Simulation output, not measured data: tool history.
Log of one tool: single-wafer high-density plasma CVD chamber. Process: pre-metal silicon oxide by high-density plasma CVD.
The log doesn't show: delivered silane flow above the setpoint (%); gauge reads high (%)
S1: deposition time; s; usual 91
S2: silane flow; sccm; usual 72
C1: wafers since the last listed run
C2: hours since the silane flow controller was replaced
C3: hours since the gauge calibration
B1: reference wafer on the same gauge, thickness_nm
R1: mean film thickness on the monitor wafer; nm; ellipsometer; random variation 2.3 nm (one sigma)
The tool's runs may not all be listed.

| run | hour | S1 | S2 | C1 | C2 | C3 | B1 | R1 |
|---|---|---|---|---|---|---|---|---|
| 1 | 0 | 91 | 72 | 0 | 3003.3 | 222.1 | 700.216 | 674.846 |
| 2 | 24.1 | 77.8 | 62 | 370 | 3027.4 | 246.2 | 699.448 | 497.943 |
| 3 | 50.5 | 77.8 | 62 | 405 | 3053.8 | 272.6 | 700.039 | 499.544 |
| 4 | 98.5 | 77.8 | 62 | 737 | 3101.8 | 320.6 | 699.86 | 497.8 |
| 5 | 120.4 | 91 | 72 | 336 | 3123.7 | 342.5 | 698.624 | 674.649 |
| 6 | 135.1 | 91 | 72 | 225 | 3138.4 | 357.2 | 700.478 | 678.497 |
| 7 | 157 | 98.1 | 61 | 336 | 3160.3 | 379.1 | 700.747 | 618.554 |
| 8 | 191.4 | 91 | 72 | 528 | 3194.7 | 413.5 | 700.16 | 680.357 |
| 9 | 214.9 | 78.6 | 81 | 360 | 3218.2 | 437 | 699.801 | 654.784 |
| 10 | 228.1 | 78.6 | 81 | 202 | 3231.4 | 450.2 | 701.171 | 658.078 |
| 11 | 255.2 | 91 | 72 | 416 | 3258.5 | 477.3 | 699.507 | 671.381 |
|  | 255.8 | gauge calibrated |
| 12 | 285.3 | 91 | 72 | 462 | 3288.6 | 29.5 | 700.315 | 675.168 |
| 13 | 307.8 | 91 | 72 | 345 | 3311.1 | 52 | 699.235 | 670.584 |
| 14 | 351.2 | 91 | 72 | 666 | 3354.5 | 95.4 | 698.822 | 669.002 |
| 15 | 376.8 | 72.9 | 76 | 393 | 3380.1 | 121 | 699.665 | 571.916 |
| 16 | 392.8 | 104.6 | 82 | 245 | 3396.1 | 137 | 700.304 | 879.695 |
| 17 | 423.7 | 76.5 | 77 | 474 | 3427 | 167.9 | 699.371 | 604.828 |
| 18 | 437.5 | 91 | 81 | 211 | 3440.8 | 181.7 | 699.605 | 756.565 |
| 19 | 469.3 | 91 | 72 | 488 | 3472.6 | 213.5 | 699.433 | 673.579 |
| 20 | 499.1 | 91 | 67 | 457 | 3502.4 | 243.3 | 700.548 | 627.752 |
|  | 511.1 | silane flow controller replaced |
| 21 | 512 | 91 | 72 | 75 | 0.9 | 256.2 | 699.944 | 676.254 |
| 22 | 540.4 | 107.7 | 61 | 436 | 29.3 | 284.6 | 700.916 | 675.741 |
| 23 | 564.5 | 98 | 77 | 370 | 53.4 | 308.7 | 700.348 | 780.68 |
| 24 | 579.2 | 107.2 | 64 | 225 | 68.1 | 323.4 | 700.12 | 708.596 |
| 25 | 610.4 | 91 | 67 | 479 | 99.3 | 354.6 | 700.384 | 626.777 |
| 26 | 633.4 | 95.9 | 72 | 353 | 122.3 | 377.6 | 699.567 | 710.962 |
| 27 | 648.9 | 106.3 | 86 | 238 | 137.8 | 393.1 | 700.057 | 938.474 |
| 28 | 681.8 | 96.5 | 72 | 505 | 170.7 | 426 | 698.343 | 718.268 |

Forecast each of these 5 alternatives for the next run:
| A | 682.2 | 91 | 72 | 6 | 171.1 | 426.4 | ? | ? |
| B | 682.2 | 98.6 | 62 | 6 | 171.1 | 426.4 | ? | ? |
| C | 682.2 | 102.2 | 58 | 6 | 171.1 | 426.4 | ? | ? |
| D | 682.2 | 108.7 | 61 | 6 | 171.1 | 426.4 | ? | ? |
| E | 682.2 | 91 | 66 | 6 | 171.1 | 426.4 | ? | ? |

| run | B1 | R1 |
|---|---|---|
| A | 700.052 | 675.6 |
| B | 700.052 | 630.354 |
| C | 700.052 | 611.216 |
| D | 700.052 | 683.715 |
| E | 700.052 | 619.3 |
Without the tool's hidden state the same runs would have given:
| run | R1 |
|---|---|
| A | 675.6 |
| B | 630.354 |
| C | 611.216 |
| D | 683.715 |
| E | 619.3 |
